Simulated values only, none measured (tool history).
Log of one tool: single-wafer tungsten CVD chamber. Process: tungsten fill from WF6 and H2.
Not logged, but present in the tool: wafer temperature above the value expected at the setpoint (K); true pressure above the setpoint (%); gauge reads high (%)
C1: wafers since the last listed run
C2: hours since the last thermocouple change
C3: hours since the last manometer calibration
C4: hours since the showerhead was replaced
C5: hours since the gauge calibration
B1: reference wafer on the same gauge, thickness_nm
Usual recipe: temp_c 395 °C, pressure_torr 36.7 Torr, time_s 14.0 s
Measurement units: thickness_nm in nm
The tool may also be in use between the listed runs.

{"run": 1, "hour": 0.0, "temp_c": 395, "pressure_torr": 36.7, "time_s": 14.0, "C1": 0, "C2": 851.3, "C3": 1521.5, "C4": 3597.5, "C5": 1378.2, "B1": 43.873, "thickness_nm": 41.827}
{"run": 2, "hour": 48.9, "temp_c": 395, "pressure_torr": 43.3, "time_s": 14.0, "C1": 875, "C2": 900.2, "C3": 1570.4, "C4": 3646.4, "C5": 1427.1, "B1": 43.888, "thickness_nm": 45.335}
{"run": 3, "hour": 90.9, "temp_c": 395, "pressure_torr": 43.3, "time_s": 14.0, "C1": 751, "C2": 942.2, "C3": 1612.4, "C4": 3688.4, "C5": 1469.1, "B1": 43.852, "thickness_nm": 44.93}
{"run": 4, "hour": 402.8, "temp_c": 395, "pressure_torr": 43.3, "time_s": 14.0, "C1": 5582, "C2": 1254.1, "C3": 1924.3, "C4": 4000.3, "C5": 1781.0, "B1": 43.916, "thickness_nm": 45.353}
{"run": 5, "hour": 440.9, "temp_c": 395, "pressure_torr": 40.9, "time_s": 14.0, "C1": 681, "C2": 1292.2, "C3": 1962.4, "C4": 4038.4, "C5": 1819.1, "B1": 43.883, "thickness_nm": 44.176}
{"hour": 468.9, "done": "showerhead replaced"}
{"hour": 549.7, "done": "capacitance manometer re-zeroed and calibrated"}
{"run": 6, "hour": 550.2, "temp_c": 395, "pressure_torr": 36.7, "time_s": 14.0, "C1": 1669, "C2": 1401.5, "C3": 0.5, "C4": 81.3, "C5": 1928.4, "B1": 43.876, "thickness_nm": 41.197}
{"hour": 557.9, "done": "gauge calibrated"}
{"run": 7, "hour": 636.7, "temp_c": 395, "pressure_torr": 36.7, "time_s": 14.0, "C1": 1548, "C2": 1488.0, "C3": 87.0, "C4": 167.8, "C5": 78.8, "B1": 43.901, "thickness_nm": 41.056}
{"run": 8, "hour": 697.1, "temp_c": 395, "pressure_torr": 36.7, "time_s": 14.0, "C1": 1080, "C2": 1548.4, "C3": 147.4, "C4": 228.2, "C5": 139.2, "B1": 43.93, "thickness_nm": 41.444}
{"run": 9, "hour": 787.2, "temp_c": 402, "pressure_torr": 36.7, "time_s": 14.0, "C1": 1612, "C2": 1638.5, "C3": 237.5, "C4": 318.3, "C5": 229.3, "B1": 43.918, "thickness_nm": 46.443}
{"run": 10, "hour": 880.4, "temp_c": 395, "pressure_torr": 32.7, "time_s": 14.0, "C1": 1668, "C2": 1731.7, "C3": 330.7, "C4": 411.5, "C5": 322.5, "B1": 43.95, "thickness_nm": 39.127}
{"run": 11, "hour": 922.8, "temp_c": 395, "pressure_torr": 32.7, "time_s": 14.0, "C1": 758, "C2": 1774.1, "C3": 373.1, "C4": 453.9, "C5": 364.9, "B1": 43.875, "thickness_nm": 39.366}
{"run": 12, "hour": 966.1, "temp_c": 395, "pressure_torr": 36.7, "time_s": 16.2, "C1": 774, "C2": 1817.4, "C3": 416.4, "C4": 497.2, "C5": 408.2, "B1": 43.852, "thickness_nm": 48.017}
{"run": 13, "hour": 1035.6, "temp_c": 395, "pressure_torr": 36.7, "time_s": 16.2, "C1": 1243, "C2": 1886.9, "C3": 485.9, "C4": 566.7, "C5": 477.7, "B1": 43.987, "thickness_nm": 48.008}
{"run": 14, "hour": 1087.4, "temp_c": 395, "pressure_torr": 36.7, "time_s": 16.2, "C1": 927, "C2": 1938.7, "C3": 537.7, "C4": 618.5, "C5": 529.5, "B1": 43.876, "thickness_nm": 48.04}
{"run": 15, "hour": 1147.7, "temp_c": 395, "pressure_torr": 36.7, "time_s": 14.0, "C1": 1079, "C2": 1999.0, "C3": 598.0, "C4": 678.8, "C5": 589.8, "B1": 43.923, "thickness_nm": 41.655}
{"run": 16, "hour": 1189.8, "temp_c": 395, "pressure_torr": 36.7, "time_s": 14.0, "C1": 753, "C2": 2041.1, "C3": 640.1, "C4": 720.9, "C5": 631.9, "B1": 43.865, "thickness_nm": 42.064}
{"run": 17, "hour": 1248.6, "temp_c": 386, "pressure_torr": 41.2, "time_s": 14.0, "C1": 1052, "C2": 2099.9, "C3": 698.9, "C4": 779.7, "C5": 690.7, "B1": 43.851, "thickness_nm": 37.93}
{"run": 18, "hour": 1299.2, "temp_c": 407, "pressure_torr": 41.5, "time_s": 12.9, "C1": 905, "C2": 2150.5, "C3": 749.5, "C4": 830.3, "C5": 741.3, "B1": 43.911, "thickness_nm": 49.104}
{"hour": 1331.6, "done": "thermocouple changed; heater temperature recalibrated"}
{"run": 19, "hour": 1386.2, "temp_c": 391, "pressure_torr": 34.2, "time_s": 12.4, "C1": 1413, "C2": 54.6, "C3": 836.5, "C4": 917.3, "C5": 828.3, "B1": 43.867, "thickness_nm": 33.892}
{"run": 20, "hour": 1441.0, "temp_c": 383, "pressure_torr": 29.5, "time_s": 14.0, "C1": 980, "C2": 109.4, "C3": 891.3, "C4": 972.1, "C5": 883.1, "B1": 43.913, "thickness_nm": 30.851}
{"run": 21, "hour": 1520.7, "temp_c": 384, "pressure_torr": 41.3, "time_s": 13.0, "C1": 1426, "C2": 189.1, "C3": 971.0, "C4": 1051.8, "C5": 962.8, "B1": 43.918, "thickness_nm": 33.984}
{"run": 22, "hour": 1596.5, "temp_c": 388, "pressure_torr": 33.3, "time_s": 15.4, "C1": 1356, "C2": 264.9, "C3": 1046.8, "C4": 1127.6, "C5": 1038.6, "B1": 43.96, "thickness_nm": 38.924}
{"run": 23, "hour": 1651.9, "temp_c": 395, "pressure_torr": 36.7, "time_s": 14.0, "C1": 991, "C2": 320.3, "C3": 1102.2, "C4": 1183.0, "C5": 1094.0, "B1": 43.849, "thickness_nm": 41.973}
{"run": 24, "hour": 1690.2, "temp_c": 400, "pressure_torr": 41.4, "time_s": 16.0, "C1": 685, "C2": 358.6, "C3": 1140.5, "C4": 1221.3, "C5": 1132.3, "B1": 43.938, "thickness_nm": 54.623}

For run 25, what comes out?
{"run": 25, "hour": 1767.2, "temp_c": 384, "pressure_torr": 36.7, "time_s": 14.0, "C1": 1378, "C2": 435.6, "C3": 1217.5, "C4": 1298.3, "C5": 1209.3, "B1": "?", "thickness_nm": "?"}

B1: 43.936
thickness_nm: 34.872 nm
Had the tool carried no hidden state, the very same run would have given thickness_nm 33.936 nm.
